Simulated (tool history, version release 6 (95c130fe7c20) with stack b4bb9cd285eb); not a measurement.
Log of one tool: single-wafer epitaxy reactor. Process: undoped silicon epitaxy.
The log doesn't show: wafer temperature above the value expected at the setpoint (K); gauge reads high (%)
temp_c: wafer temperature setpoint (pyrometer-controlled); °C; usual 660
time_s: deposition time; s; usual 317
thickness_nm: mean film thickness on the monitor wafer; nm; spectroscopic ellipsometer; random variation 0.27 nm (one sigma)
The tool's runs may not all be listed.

| run | hour | temp_c | time_s | wafers since the last listed run | hours since the last pyrometer calibration | hours since the gauge calibration | read-back reference wafer on the same gauge, thickness_nm | thickness_nm |
|---|---|---|---|---|---|---|---|---|
| 1 | 0 | 660 | 317 | 0 | 1731.1 | 128 | 72.3 | 58.58 |
| 2 | 22.3 | 660 | 317 | 157 | 1753.4 | 150.3 | 72.182 | 58.666 |
| 3 | 51.6 | 660 | 317 | 206 | 1782.7 | 179.6 | 72.207 | 58.84 |
| 4 | 72.7 | 651 | 352 | 148 | 1803.8 | 200.7 | 72.222 | 54.462 |
| 5 | 103.3 | 651 | 352 | 215 | 1834.4 | 231.3 | 72.225 | 54.552 |
| 6 | 120.8 | 651 | 352 | 123 | 1851.9 | 248.8 | 72.258 | 54.136 |
| 7 | 138.8 | 660 | 317 | 126 | 1869.9 | 266.8 | 72.291 | 57.983 |
|  | 141.2 | gauge calibrated |
| 8 | 156.3 | 660 | 317 | 123 | 1887.4 | 15.1 | 72.222 | 58.201 |
| 9 | 184.1 | 660 | 257 | 195 | 1915.2 | 42.9 | 72.154 | 47.269 |
| 10 | 200.6 | 660 | 371 | 116 | 1931.7 | 59.4 | 72.088 | 68.28 |
| 11 | 216.9 | 666 | 296 | 114 | 1948 | 75.7 | 72.141 | 60.776 |
|  | 254.4 | pyrometer calibrated |
| 12 | 254.9 | 667 | 257 | 211 | 0.5 | 113.7 | 72.12 | 61.107 |
| 13 | 286.4 | 660 | 355 | 222 | 32 | 145.2 | 72.18 | 73.727 |
| 14 | 301 | 645 | 352 | 102 | 46.6 | 159.8 | 72.201 | 55.351 |
| 15 | 333.2 | 647 | 289 | 226 | 78.8 | 192 | 72.181 | 47.422 |

5 ways to go on from here, each from the tool as it stands after run 15. What would each give?
| A | 333.7 | 660 | 317 | 3 | 79.3 | 192.5 | ? | ? |
| B | 333.7 | 653 | 264 | 3 | 79.3 | 192.5 | ? | ? |
| C | 333.7 | 646 | 317 | 3 | 79.3 | 192.5 | ? | ? |
| D | 333.7 | 646 | 260 | 3 | 79.3 | 192.5 | ? | ? |
| E | 333.7 | 664 | 363 | 3 | 79.3 | 192.5 | ? | ? |

| run | read-back reference wafer on the same gauge, thickness_nm | thickness_nm |
|---|---|---|
| A | 72.208 | 66.579 |
| B | 72.208 | 48.577 |
| C | 72.208 | 51.012 |
| D | 72.208 | 41.84 |
| E | 72.208 | 82.162 |
Without the tool's hidden state the same runs would have given:
| run | thickness_nm |
|---|---|
| A | 66.825 |
| B | 48.76 |
| C | 51.206 |
| D | 41.999 |
| E | 82.464 |
